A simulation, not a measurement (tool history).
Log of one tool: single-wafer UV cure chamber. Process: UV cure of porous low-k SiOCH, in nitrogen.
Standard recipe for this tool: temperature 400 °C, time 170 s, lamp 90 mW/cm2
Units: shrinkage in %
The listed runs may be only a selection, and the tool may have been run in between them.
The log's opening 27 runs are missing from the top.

{"run": 28, "day": 35.733, "temperature": 400, "time": 100, "lamp": 79, "shrinkage": 6.587}
{"run": 29, "day": 37.15, "temperature": 400, "time": 170, "lamp": 55, "shrinkage": 7.148}
{"day": 37.7, "done": "quartz window cleaned"}
{"run": 30, "day": 37.954, "temperature": 400, "time": 225, "lamp": 90, "shrinkage": 11.11}
{"run": 31, "day": 38.575, "temperature": 400, "time": 170, "lamp": 60, "shrinkage": 8.146}
{"run": 32, "day": 39.754, "temperature": 400, "time": 170, "lamp": 74, "shrinkage": 8.923}
{"run": 33, "day": 41.021, "temperature": 400, "time": 170, "lamp": 90, "shrinkage": 9.722}
{"run": 34, "day": 42.133, "temperature": 400, "time": 170, "lamp": 119, "shrinkage": 10.887}
{"run": 35, "day": 42.642, "temperature": 414, "time": 170, "lamp": 90, "shrinkage": 9.865}
{"run": 36, "day": 43.938, "temperature": 400, "time": 170, "lamp": 90, "shrinkage": 9.435}
{"run": 37, "day": 45.233, "temperature": 415, "time": 130, "lamp": 58, "shrinkage": 6.755}
{"run": 38, "day": 46.404, "temperature": 400, "time": 170, "lamp": 90, "shrinkage": 9.298}
{"run": 39, "day": 47.583, "temperature": 414, "time": 110, "lamp": 90, "shrinkage": 7.665}

Below are 4 alternative next runs, each starting from the tool's condition after run 39. Predict each:
{"run": "A", "day": 47.604, "temperature": 400, "time": 170, "lamp": 66, "shrinkage": "?"}
{"run": "B", "day": 47.604, "temperature": 415, "time": 120, "lamp": 90, "shrinkage": "?"}
{"run": "C", "day": 47.604, "temperature": 383, "time": 170, "lamp": 90, "shrinkage": "?"}
{"run": "D", "day": 47.604, "temperature": 400, "time": 120, "lamp": 72, "shrinkage": "?"}

run=A shrinkage=7.948
run=B shrinkage=8.025
run=C shrinkage=8.991
run=D shrinkage=6.866
What these runs would have given with no unlogged condition in the tool:
run=A shrinkage=8.67
run=B shrinkage=8.749
run=C shrinkage=9.735
run=D shrinkage=7.561
